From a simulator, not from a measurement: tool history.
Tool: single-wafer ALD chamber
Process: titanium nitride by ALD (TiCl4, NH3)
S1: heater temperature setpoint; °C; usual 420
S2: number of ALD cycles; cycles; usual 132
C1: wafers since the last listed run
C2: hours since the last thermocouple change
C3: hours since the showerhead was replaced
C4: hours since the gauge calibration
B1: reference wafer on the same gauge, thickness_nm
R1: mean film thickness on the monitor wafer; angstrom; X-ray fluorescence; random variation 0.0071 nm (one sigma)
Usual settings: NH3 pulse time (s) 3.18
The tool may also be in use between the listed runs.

{"run": 1, "day": 0.0, "S1": 420, "S2": 132, "NH3 pulse time (s)": 2.64, "C1": 0, "C2": 2113.9, "C3": 3915.4, "C4": 443.6, "B1": 3.328, "R1": 28.18}
{"run": 2, "day": 1.396, "S1": 420, "S2": 132, "NH3 pulse time (s)": 2.64, "C1": 54, "C2": 2147.4, "C3": 3948.9, "C4": 477.1, "B1": 3.325, "R1": 28.16}
{"run": 3, "day": 2.267, "S1": 420, "S2": 120, "NH3 pulse time (s)": 3.18, "C1": 33, "C2": 2168.3, "C3": 3969.8, "C4": 498, "B1": 3.326, "R1": 25.74}
{"run": 4, "day": 6.275, "S1": 420, "S2": 132, "NH3 pulse time (s)": 3.18, "C1": 156, "C2": 2264.5, "C3": 4066, "C4": 594.2, "B1": 3.318, "R1": 28.23}
{"run": 5, "day": 7.0, "S1": 420, "S2": 132, "NH3 pulse time (s)": 3.18, "C1": 28, "C2": 2281.9, "C3": 4083.4, "C4": 611.6, "B1": 3.318, "R1": 28.28}
{"run": 6, "day": 8.258, "S1": 420, "S2": 132, "NH3 pulse time (s)": 3.18, "C1": 49, "C2": 2312.1, "C3": 4113.6, "C4": 641.8, "B1": 3.314, "R1": 28.22}
{"run": 7, "day": 8.996, "S1": 420, "S2": 132, "NH3 pulse time (s)": 3.18, "C1": 28, "C2": 2329.8, "C3": 4131.3, "C4": 659.5, "B1": 3.315, "R1": 28.12}
{"run": 8, "day": 9.708, "S1": 420, "S2": 132, "NH3 pulse time (s)": 3.18, "C1": 27, "C2": 2346.9, "C3": 4148.4, "C4": 676.6, "B1": 3.316, "R1": 28.27}
{"run": 9, "day": 10.467, "S1": 420, "S2": 132, "NH3 pulse time (s)": 3.18, "C1": 29, "C2": 2365.1, "C3": 4166.6, "C4": 694.8, "B1": 3.312, "R1": 28.28}
{"run": 10, "day": 11.229, "S1": 410, "S2": 132, "NH3 pulse time (s)": 3.65, "C1": 29, "C2": 2383.4, "C3": 4184.9, "C4": 713.1, "B1": 3.313, "R1": 28.26}
{"run": 11, "day": 12.471, "S1": 410, "S2": 132, "NH3 pulse time (s)": 3.65, "C1": 48, "C2": 2413.2, "C3": 4214.7, "C4": 742.9, "B1": 3.307, "R1": 28.22}
{"run": 12, "day": 13.342, "S1": 410, "S2": 132, "NH3 pulse time (s)": 3.65, "C1": 33, "C2": 2434.1, "C3": 4235.6, "C4": 763.8, "B1": 3.307, "R1": 28.21}
{"run": 13, "day": 14.104, "S1": 420, "S2": 132, "NH3 pulse time (s)": 3.18, "C1": 29, "C2": 2452.4, "C3": 4253.9, "C4": 782.1, "B1": 3.306, "R1": 28.1}
{"run": 14, "day": 15.258, "S1": 420, "S2": 132, "NH3 pulse time (s)": 3.18, "C1": 45, "C2": 2480.1, "C3": 4281.6, "C4": 809.8, "B1": 3.307, "R1": 28.11}
{"run": 15, "day": 16.588, "S1": 429, "S2": 132, "NH3 pulse time (s)": 3.18, "C1": 51, "C2": 2512, "C3": 4313.5, "C4": 841.7, "B1": 3.303, "R1": 27.99}
{"run": 16, "day": 17.954, "S1": 420, "S2": 132, "NH3 pulse time (s)": 3.18, "C1": 53, "C2": 2544.8, "C3": 4346.3, "C4": 874.5, "B1": 3.302, "R1": 28.15}
{"run": 17, "day": 19.35, "S1": 420, "S2": 132, "NH3 pulse time (s)": 3.18, "C1": 54, "C2": 2578.3, "C3": 4379.8, "C4": 908, "B1": 3.301, "R1": 28.07}
{"run": 18, "day": 20.046, "S1": 420, "S2": 132, "NH3 pulse time (s)": 3.18, "C1": 27, "C2": 2595, "C3": 4396.5, "C4": 924.7, "B1": 3.298, "R1": 28.03}
{"run": 19, "day": 21.433, "S1": 420, "S2": 132, "NH3 pulse time (s)": 2.41, "C1": 54, "C2": 2628.3, "C3": 4429.8, "C4": 958, "B1": 3.296, "R1": 27.83}
{"run": 20, "day": 22.404, "S1": 415, "S2": 139, "NH3 pulse time (s)": 2.21, "C1": 37, "C2": 2651.6, "C3": 4453.1, "C4": 981.3, "B1": 3.294, "R1": 29.24}
{"day": 22.604, "done": "gauge calibrated"}
{"run": 21, "day": 24.096, "S1": 420, "S2": 156, "NH3 pulse time (s)": 1.96, "C1": 65, "C2": 2692.2, "C3": 4493.7, "C4": 35.8, "B1": 3.353, "R1": 33.26}
{"run": 22, "day": 25.483, "S1": 420, "S2": 113, "NH3 pulse time (s)": 4.2, "C1": 54, "C2": 2725.5, "C3": 4527, "C4": 69.1, "B1": 3.353, "R1": 24.56}
{"run": 23, "day": 26.188, "S1": 420, "S2": 132, "NH3 pulse time (s)": 3.18, "C1": 27, "C2": 2742.4, "C3": 4543.9, "C4": 86, "B1": 3.354, "R1": 28.5}
{"run": 24, "day": 27.296, "S1": 420, "S2": 132, "NH3 pulse time (s)": 3.18, "C1": 43, "C2": 2769, "C3": 4570.5, "C4": 112.6, "B1": 3.352, "R1": 28.49}
{"run": 25, "day": 28.038, "S1": 429, "S2": 146, "NH3 pulse time (s)": 3.9, "C1": 28, "C2": 2786.8, "C3": 4588.3, "C4": 130.4, "B1": 3.347, "R1": 31.67}
{"day": 29.038, "done": "showerhead replaced"}
{"run": 26, "day": 29.433, "S1": 420, "S2": 132, "NH3 pulse time (s)": 4.14, "C1": 41, "C2": 2820.3, "C3": 9.5, "C4": 163.9, "B1": 3.347, "R1": 28.64}
{"run": 27, "day": 30.171, "S1": 420, "S2": 117, "NH3 pulse time (s)": 1.91, "C1": 28, "C2": 2838, "C3": 27.2, "C4": 181.6, "B1": 3.346, "R1": 24.86}
{"day": 31.754, "done": "thermocouple changed; heater temperature recalibrated"}
{"run": 28, "day": 31.775, "S1": 431, "S2": 132, "NH3 pulse time (s)": 3.18, "C1": 49, "C2": 0.5, "C3": 65.7, "C4": 220.1, "B1": 3.343, "R1": 28.53}
{"run": 29, "day": 33.108, "S1": 434, "S2": 109, "NH3 pulse time (s)": 4.19, "C1": 52, "C2": 32.5, "C3": 97.7, "C4": 252.1, "B1": 3.342, "R1": 23.64}
{"run": 30, "day": 35.95, "S1": 420, "S2": 132, "NH3 pulse time (s)": 3.18, "C1": 110, "C2": 100.7, "C3": 165.9, "C4": 320.3, "B1": 3.337, "R1": 28.32}
{"run": 31, "day": 37.004, "S1": 420, "S2": 132, "NH3 pulse time (s)": 4.04, "C1": 41, "C2": 126, "C3": 191.2, "C4": 345.6, "B1": 3.335, "R1": 28.5}
{"run": 32, "day": 37.721, "S1": 420, "S2": 141, "NH3 pulse time (s)": 2.09, "C1": 27, "C2": 143.2, "C3": 208.4, "C4": 362.8, "B1": 3.333, "R1": 29.88}
{"run": 33, "day": 38.362, "S1": 413, "S2": 148, "NH3 pulse time (s)": 4.43, "C1": 25, "C2": 158.6, "C3": 223.8, "C4": 378.2, "B1": 3.337, "R1": 32.05}
{"run": 34, "day": 39.621, "S1": 405, "S2": 140, "NH3 pulse time (s)": 2.17, "C1": 49, "C2": 188.8, "C3": 254, "C4": 408.4, "B1": 3.333, "R1": 29.65}
{"run": 35, "day": 40.971, "S1": 420, "S2": 132, "NH3 pulse time (s)": 3.18, "C1": 52, "C2": 221.2, "C3": 286.4, "C4": 440.8, "B1": 3.328, "R1": 28.35}
{"run": 36, "day": 41.742, "S1": 420, "S2": 132, "NH3 pulse time (s)": 3.18, "C1": 30, "C2": 239.7, "C3": 304.9, "C4": 459.3, "B1": 3.33, "R1": 28.23}
{"run": 37, "day": 45.588, "S1": 420, "S2": 132, "NH3 pulse time (s)": 4.42, "C1": 150, "C2": 332, "C3": 397.2, "C4": 551.6, "B1": 3.322, "R1": 28.51}
{"run": 38, "day": 46.796, "S1": 433, "S2": 114, "NH3 pulse time (s)": 2.17, "C1": 47, "C2": 361, "C3": 426.2, "C4": 580.6, "B1": 3.32, "R1": 24.09}
{"run": 39, "day": 48.167, "S1": 420, "S2": 132, "NH3 pulse time (s)": 4.37, "C1": 53, "C2": 393.9, "C3": 459.1, "C4": 613.5, "B1": 3.319, "R1": 28.53}

The same runs without the tool's hidden state, with the same run-to-run variation:
The hidden state here: wafer temperature above the value expected at the setpoint (K); gauge reads high (%).
run=1 R1=28.45
run=2 R1=28.45
run=3 R1=26.02
run=4 R1=28.58
run=5 R1=28.64
run=6 R1=28.6
run=7 R1=28.5
run=8 R1=28.67
run=9 R1=28.69
run=10 R1=28.67
run=11 R1=28.65
run=12 R1=28.65
run=13 R1=28.55
run=14 R1=28.58
run=15 R1=28.47
run=16 R1=28.65
run=17 R1=28.59
run=18 R1=28.56
run=19 R1=28.37
run=20 R1=29.82
run=21 R1=33.31
run=22 R1=24.6
run=23 R1=28.56
run=24 R1=28.57
run=25 R1=31.77
run=26 R1=28.74
run=27 R1=24.96
run=28 R1=28.66
run=29 R1=23.76
run=30 R1=28.51
run=31 R1=28.7
run=32 R1=30.1
run=33 R1=32.29
run=34 R1=29.89
run=35 R1=28.6
run=36 R1=28.49
run=37 R1=28.82
run=38 R1=24.37
run=39 R1=28.88

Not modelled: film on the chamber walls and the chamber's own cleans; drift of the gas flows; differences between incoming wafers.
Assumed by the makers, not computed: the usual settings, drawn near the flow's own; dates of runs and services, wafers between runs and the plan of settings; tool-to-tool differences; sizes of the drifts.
